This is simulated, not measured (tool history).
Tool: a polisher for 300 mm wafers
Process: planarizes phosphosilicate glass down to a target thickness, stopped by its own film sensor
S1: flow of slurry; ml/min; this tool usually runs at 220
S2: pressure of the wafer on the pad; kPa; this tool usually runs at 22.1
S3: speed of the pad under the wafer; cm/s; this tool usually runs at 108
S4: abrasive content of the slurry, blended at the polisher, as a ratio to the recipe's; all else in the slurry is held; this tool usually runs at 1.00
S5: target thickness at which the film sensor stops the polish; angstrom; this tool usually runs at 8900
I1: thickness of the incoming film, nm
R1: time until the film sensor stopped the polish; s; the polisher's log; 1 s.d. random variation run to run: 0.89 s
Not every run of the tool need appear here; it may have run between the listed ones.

{"run": 1, "hour": 0.0, "S1": 220, "S2": 22.1, "S3": 108, "S4": 1.0, "S5": 8900, "I1": 1418.6, "R1": 60.9}
{"hour": 10.3, "done": "conditioning disc replaced and pad reconditioned"}
{"run": 2, "hour": 10.8, "S1": 220, "S2": 19.3, "S3": 74, "S4": 1.0, "S5": 8900, "I1": 1410.3, "R1": 88.1}
{"run": 3, "hour": 25.3, "S1": 180, "S2": 18.6, "S3": 108, "S4": 1.0, "S5": 10270, "I1": 1412.8, "R1": 53.6}
{"run": 4, "hour": 34.7, "S1": 220, "S2": 22.1, "S3": 108, "S4": 1.15, "S5": 8900, "I1": 1412.9, "R1": 56.2}
{"run": 5, "hour": 43.3, "S1": 155, "S2": 22.1, "S3": 82, "S4": 0.85, "S5": 8900, "I1": 1420.7, "R1": 86.0}
{"hour": 60.1, "done": "slurry blender recalibrated"}
{"run": 6, "hour": 60.5, "S1": 220, "S2": 29.0, "S3": 108, "S4": 1.0, "S5": 8900, "I1": 1427.0, "R1": 47.8}
{"run": 7, "hour": 68.8, "S1": 220, "S2": 22.1, "S3": 74, "S4": 1.0, "S5": 8900, "I1": 1406.6, "R1": 78.5}
{"hour": 79.1, "done": "worn pad replaced by a new one, repeated, since the last time left the tool worse"}
{"run": 8, "hour": 82.3, "S1": 220, "S2": 22.1, "S3": 120, "S4": 1.1, "S5": 8900, "I1": 1389.2, "R1": 42.5}
{"run": 9, "hour": 96.3, "S1": 220, "S2": 22.1, "S3": 120, "S4": 1.1, "S5": 8900, "I1": 1409.1, "R1": 45.2}
{"run": 10, "hour": 102.5, "S1": 220, "S2": 18.6, "S3": 108, "S4": 1.0, "S5": 8900, "I1": 1409.3, "R1": 58.4}
{"run": 11, "hour": 117.9, "S1": 220, "S2": 26.2, "S3": 108, "S4": 1.0, "S5": 8900, "I1": 1422.1, "R1": 47.0}
{"run": 12, "hour": 125.1, "S1": 260, "S2": 16.5, "S3": 108, "S4": 0.85, "S5": 7320, "I1": 1409.7, "R1": 85.2}
{"hour": 152.3, "done": "slurry nozzle cleaned"}
{"run": 13, "hour": 163.3, "S1": 175, "S2": 22.1, "S3": 108, "S4": 1.0, "S5": 8900, "I1": 1379.0, "R1": 48.7}
{"run": 14, "hour": 179.3, "S1": 220, "S2": 22.1, "S3": 108, "S4": 1.0, "S5": 7630, "I1": 1419.5, "R1": 66.3}
{"run": 15, "hour": 188.0, "S1": 170, "S2": 24.8, "S3": 84, "S4": 1.0, "S5": 9360, "I1": 1402.4, "R1": 53.5}
{"hour": 195.7, "done": "worn pad replaced by a new one"}
{"run": 16, "hour": 199.3, "S1": 220, "S2": 22.1, "S3": 138, "S4": 1.0, "S5": 8900, "I1": 1424.5, "R1": 42.9}
{"hour": 204.6, "done": "slurry blender recalibrated"}
{"run": 17, "hour": 212.5, "S1": 220, "S2": 22.1, "S3": 108, "S4": 1.0, "S5": 8900, "I1": 1388.6, "R1": 47.7}
{"run": 18, "hour": 228.3, "S1": 270, "S2": 22.1, "S3": 146, "S4": 0.75, "S5": 8900, "I1": 1430.6, "R1": 44.4}
{"run": 19, "hour": 238.2, "S1": 220, "S2": 22.1, "S3": 108, "S4": 1.0, "S5": 8900, "I1": 1434.5, "R1": 52.3}
{"run": 20, "hour": 244.6, "S1": 265, "S2": 18.6, "S3": 142, "S4": 0.9, "S5": 8900, "I1": 1397.8, "R1": 45.7}
{"run": 21, "hour": 256.1, "S1": 195, "S2": 22.1, "S3": 128, "S4": 1.0, "S5": 8900, "I1": 1406.5, "R1": 45.4}
{"run": 22, "hour": 268.7, "S1": 220, "S2": 29.6, "S3": 108, "S4": 1.0, "S5": 8900, "I1": 1425.4, "R1": 41.2}
{"run": 23, "hour": 274.9, "S1": 255, "S2": 22.1, "S3": 108, "S4": 1.0, "S5": 8900, "I1": 1414.0, "R1": 53.3}
{"run": 24, "hour": 292.8, "S1": 220, "S2": 22.1, "S3": 108, "S4": 1.0, "S5": 8900, "I1": 1415.0, "R1": 51.4}
{"run": 25, "hour": 299.2, "S1": 220, "S2": 22.1, "S3": 108, "S4": 1.0, "S5": 8900, "I1": 1425.1, "R1": 54.3}

Measured result minus the same run's result without the hidden state. Both carry the same run-to-run variation, though not necessarily the same gauge scatter:
Hidden conditions of the tool in this case: removal rate lost through wear of the pad, %; slurry flow missing at the pad, %; deviation of the head's pressure from its setpoint, %; abrasive missing from the slurry, %; time polished since the conditioner stopped cutting, s.
run=1 R1=+10.5
run=2 R1=+15.4
run=3 R1=+9.5
run=4 R1=+10.1
run=5 R1=+15.4
run=6 R1=+8.7
run=7 R1=+14.2
run=8 R1=+0.4
run=9 R1=+1.2
run=10 R1=+1.9
run=11 R1=+2.0
run=12 R1=+4.0
run=13 R1=+2.9
run=14 R1=+4.0
run=15 R1=+3.3
run=16 R1=+0.6
run=17 R1=+1.4
run=18 R1=+2.0
run=19 R1=+2.5
run=20 R1=+2.4
run=21 R1=+2.6
run=22 R1=+2.5
run=23 R1=+3.3
run=24 R1=+3.3
run=25 R1=+3.5
